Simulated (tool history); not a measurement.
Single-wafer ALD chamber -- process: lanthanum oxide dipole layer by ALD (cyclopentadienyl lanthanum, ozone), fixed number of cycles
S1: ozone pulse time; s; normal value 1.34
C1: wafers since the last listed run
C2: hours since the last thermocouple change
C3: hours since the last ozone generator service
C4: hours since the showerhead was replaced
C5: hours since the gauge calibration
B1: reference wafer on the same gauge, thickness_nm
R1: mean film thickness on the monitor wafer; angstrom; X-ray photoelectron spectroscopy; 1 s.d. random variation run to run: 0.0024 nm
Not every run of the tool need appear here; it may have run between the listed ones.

run,hour,S1,C1,C2,C3,C4,C5,B1,R1
1,0,1.34,0,852.7,706.9,4809.9,118.5,0.472,5.46
# hour 37.1: ozone generator serviced
2,49.1,1.34,446,901.8,12,4859,167.6,0.473,5.62
3,110.3,1.55,664,963,73.2,4920.2,228.8,0.473,5.68
4,155,1.55,485,1007.7,117.9,4964.9,273.5,0.472,5.71
5,220.4,1.08,710,1073.1,183.3,5030.3,338.9,0.472,5.34
6,286.5,1.08,717,1139.2,249.4,5096.4,405,0.473,5.33
# hour 455.9: thermocouple changed; heater temperature recalibrated
7,457.6,1.08,1771,1.7,420.5,5267.5,576.1,0.472,5.3
8,506.8,1.34,534,50.9,469.7,5316.7,625.3,0.473,5.49
9,535.3,1.7,309,79.4,498.2,5345.2,653.8,0.473,5.67
10,604.2,1.7,748,148.3,567.1,5414.1,722.7,0.472,5.66
11,645.3,1.7,446,189.4,608.2,5455.2,763.8,0.473,5.69
12,700.7,1.34,601,244.8,663.6,5510.6,819.2,0.473,5.5
# hour 713.6: ozone generator serviced
13,736.1,0.92,297,280.2,22.5,5546,854.6,0.473,5.28
14,779.3,0.89,469,323.4,65.7,5589.2,897.8,0.473,5.21
# hour 807: gauge calibrated
15,843.1,1.34,692,387.2,129.5,5653,36.1,0.474,5.55
16,887.1,1.17,477,431.2,173.5,5697,80.1,0.474,5.47
17,944.2,1.34,620,488.3,230.6,5754.1,137.2,0.474,5.55
18,1005.9,1.83,669,550,292.3,5815.8,198.9,0.473,5.78
19,1062.2,0.93,611,606.3,348.6,5872.1,255.2,0.474,5.17
20,1118.8,1.68,614,662.9,405.2,5928.7,311.8,0.475,5.73
# hour 1159.9: showerhead replaced
21,1205.3,1.66,852,749.4,491.7,45.4,398.3,0.474,5.7
# hour 1409.8: ozone generator serviced
22,1410.3,0.87,2139,954.4,0.5,250.4,603.3,0.473,5.29
23,1451.2,1.51,444,995.3,41.4,291.3,644.2,0.473,5.69

Consider 5 possible next runs. They are alternatives, not a sequence: every one starts from the tool as it was left by run 23. What does each give?
A,1451.6,1.34,4,995.7,41.8,291.7,644.6,?,?
B,1451.6,1.77,4,995.7,41.8,291.7,644.6,?,?
C,1451.6,1.13,4,995.7,41.8,291.7,644.6,?,?
D,1451.6,1.87,4,995.7,41.8,291.7,644.6,?,?
E,1451.6,1.58,4,995.7,41.8,291.7,644.6,?,?

run,B1,R1
A,0.474,5.63
B,0.474,5.82
C,0.474,5.49
D,0.474,5.85
E,0.474,5.75
With the hidden condition removed and each run's random variation left untouched, the same runs would have given:
run,R1
A,5.65
B,5.83
C,5.51
D,5.86
E,5.76
